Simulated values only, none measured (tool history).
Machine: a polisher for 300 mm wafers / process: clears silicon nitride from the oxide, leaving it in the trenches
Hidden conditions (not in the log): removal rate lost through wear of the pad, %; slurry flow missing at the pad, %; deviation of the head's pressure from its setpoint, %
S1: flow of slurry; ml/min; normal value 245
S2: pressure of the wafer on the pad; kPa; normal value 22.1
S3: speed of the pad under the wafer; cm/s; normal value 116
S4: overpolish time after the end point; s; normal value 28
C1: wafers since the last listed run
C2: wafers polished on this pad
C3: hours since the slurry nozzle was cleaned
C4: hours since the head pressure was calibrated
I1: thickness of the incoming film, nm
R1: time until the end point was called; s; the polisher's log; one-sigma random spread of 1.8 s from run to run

| run | hour | S1 | S2 | S3 | S4 | C1 | C2 | C3 | C4 | I1 | R1 |
|---|---|---|---|---|---|---|---|---|---|---|---|
| 1 | 0.0 | 245 | 22.1 | 92 | 15 | 0 | 4423 | 222.8 | 18.4 | 129.8 | 139.9 |
|  | 47.0 | worn pad replaced by a new one |
| 2 | 56.3 | 245 | 22.1 | 116 | 28 | 494 | 87 | 279.1 | 74.7 | 130.1 | 99.4 |
| 3 | 84.4 | 245 | 22.1 | 116 | 28 | 265 | 353 | 307.2 | 102.8 | 129.2 | 99.5 |
| 4 | 132.2 | 300 | 22.1 | 116 | 28 | 452 | 805 | 355.0 | 150.6 | 129.3 | 100.3 |
| 5 | 191.5 | 300 | 22.1 | 116 | 28 | 560 | 1366 | 414.3 | 209.9 | 129.2 | 97.0 |
| 6 | 219.1 | 245 | 22.1 | 116 | 28 | 261 | 1627 | 441.9 | 237.5 | 129.0 | 102.8 |
| 7 | 251.6 | 245 | 22.1 | 116 | 28 | 307 | 1935 | 474.4 | 270.0 | 129.0 | 100.5 |
| 8 | 287.1 | 245 | 22.1 | 116 | 28 | 335 | 2271 | 509.9 | 305.5 | 130.2 | 103.6 |
| 9 | 342.5 | 275 | 22.1 | 116 | 28 | 524 | 2795 | 565.3 | 360.9 | 131.2 | 103.5 |
| 10 | 405.8 | 275 | 22.1 | 116 | 28 | 598 | 3393 | 628.6 | 424.2 | 127.4 | 99.6 |
|  | 410.0 | slurry nozzle cleaned |
| 11 | 461.4 | 245 | 22.1 | 116 | 28 | 516 | 3910 | 51.4 | 479.8 | 132.5 | 106.5 |
| 12 | 491.7 | 245 | 22.1 | 116 | 28 | 286 | 4196 | 81.7 | 510.1 | 132.8 | 108.0 |
|  | 535.3 | worn pad replaced by a new one |
| 13 | 545.7 | 245 | 22.1 | 116 | 28 | 472 | 98 | 135.7 | 564.1 | 132.1 | 93.9 |
| 14 | 603.8 | 245 | 25.5 | 116 | 28 | 549 | 648 | 193.8 | 622.2 | 128.7 | 82.9 |
|  | 626.0 | head pressure recalibrated |
| 15 | 660.9 | 175 | 16.5 | 116 | 15 | 521 | 1169 | 250.9 | 34.9 | 128.2 | 133.5 |
| 16 | 725.5 | 325 | 22.1 | 116 | 17 | 611 | 1780 | 315.5 | 99.5 | 131.2 | 101.0 |
| 17 | 769.8 | 245 | 22.1 | 116 | 28 | 419 | 2199 | 359.8 | 143.8 | 130.0 | 104.4 |
| 18 | 812.6 | 245 | 22.1 | 148 | 28 | 404 | 2604 | 402.6 | 186.6 | 131.5 | 86.5 |
| 19 | 873.0 | 245 | 15.2 | 116 | 34 | 571 | 3175 | 463.0 | 247.0 | 129.6 | 136.6 |
| 20 | 919.3 | 315 | 22.1 | 116 | 19 | 437 | 3613 | 509.3 | 293.3 | 128.0 | 99.6 |
|  | 954.7 | slurry nozzle cleaned |
| 21 | 956.8 | 195 | 28.3 | 116 | 40 | 345 | 3958 | 2.1 | 330.8 | 129.5 | 85.4 |
| 22 | 1017.4 | 245 | 24.1 | 116 | 37 | 573 | 4532 | 62.7 | 391.4 | 128.5 | 94.8 |
| 23 | 1049.1 | 245 | 22.1 | 116 | 28 | 299 | 4831 | 94.4 | 423.1 | 128.2 | 101.3 |
|  | 1061.8 | worn pad replaced by a new one |
| 24 | 1233.1 | 315 | 22.1 | 116 | 19 | 1702 | 1620 | 278.4 | 607.1 | 129.4 | 98.9 |
|  | 1354.2 | head pressure recalibrated |
| 25 | 1433.4 | 245 | 17.2 | 116 | 42 | 1875 | 3496 | 478.7 | 79.2 | 128.3 | 136.2 |
| 26 | 1466.9 | 190 | 22.1 | 144 | 28 | 316 | 3813 | 512.2 | 112.7 | 129.0 | 91.1 |
| 27 | 1532.3 | 245 | 22.1 | 116 | 28 | 618 | 4431 | 577.6 | 178.1 | 130.3 | 108.0 |
|  | 1547.9 | worn pad replaced by a new one |
| 28 | 1593.7 | 245 | 22.1 | 116 | 28 | 542 | 433 | 639.0 | 239.5 | 129.4 | 99.3 |
|  | 1598.4 | slurry nozzle cleaned |
| 29 | 1636.8 | 245 | 22.1 | 116 | 28 | 398 | 831 | 38.4 | 282.6 | 129.6 | 104.2 |
| 30 | 1667.2 | 245 | 22.1 | 116 | 28 | 287 | 1119 | 68.8 | 313.0 | 127.5 | 100.7 |
| 31 | 1733.9 | 245 | 15.2 | 128 | 21 | 630 | 1749 | 135.5 | 379.7 | 132.4 | 127.2 |
| 32 | 1799.7 | 245 | 22.1 | 92 | 17 | 622 | 2372 | 201.3 | 445.5 | 129.3 | 131.8 |
| 33 | 1859.7 | 245 | 22.1 | 116 | 28 | 567 | 2939 | 261.3 | 505.5 | 130.5 | 108.1 |
| 34 | 1910.0 | 195 | 22.1 | 116 | 13 | 475 | 3415 | 311.6 | 555.8 | 128.6 | 106.3 |
| 35 | 1938.2 | 245 | 22.1 | 116 | 28 | 266 | 3682 | 339.8 | 584.0 | 132.0 | 108.3 |

Consider 5 possible next runs. They are alternatives, not a sequence: every one starts from the tool as it was left by run 35. What does each give?
| A | 1938.7 | 245 | 29.0 | 116 | 28 | 4 | 3687 | 340.3 | 584.5 | 131.6 | ? |
| B | 1938.7 | 195 | 25.5 | 90 | 15 | 4 | 3687 | 340.3 | 584.5 | 131.6 | ? |
| C | 1938.7 | 315 | 22.1 | 116 | 28 | 4 | 3687 | 340.3 | 584.5 | 131.6 | ? |
| D | 1938.7 | 280 | 25.5 | 98 | 12 | 4 | 3687 | 340.3 | 584.5 | 131.6 | ? |
| E | 1938.7 | 270 | 26.9 | 116 | 13 | 4 | 3687 | 340.3 | 584.5 | 131.6 | ? |

| run | R1 |
|---|---|
| A | 84.4 |
| B | 121.8 |
| C | 102.6 |
| D | 108.3 |
| E | 88.8 |
Without the tool's unlogged condition, the same runs would have read:
| run | R1 |
|---|---|
| A | 78.9 |
| B | 114.0 |
| C | 96.0 |
| D | 101.3 |
| E | 83.1 |

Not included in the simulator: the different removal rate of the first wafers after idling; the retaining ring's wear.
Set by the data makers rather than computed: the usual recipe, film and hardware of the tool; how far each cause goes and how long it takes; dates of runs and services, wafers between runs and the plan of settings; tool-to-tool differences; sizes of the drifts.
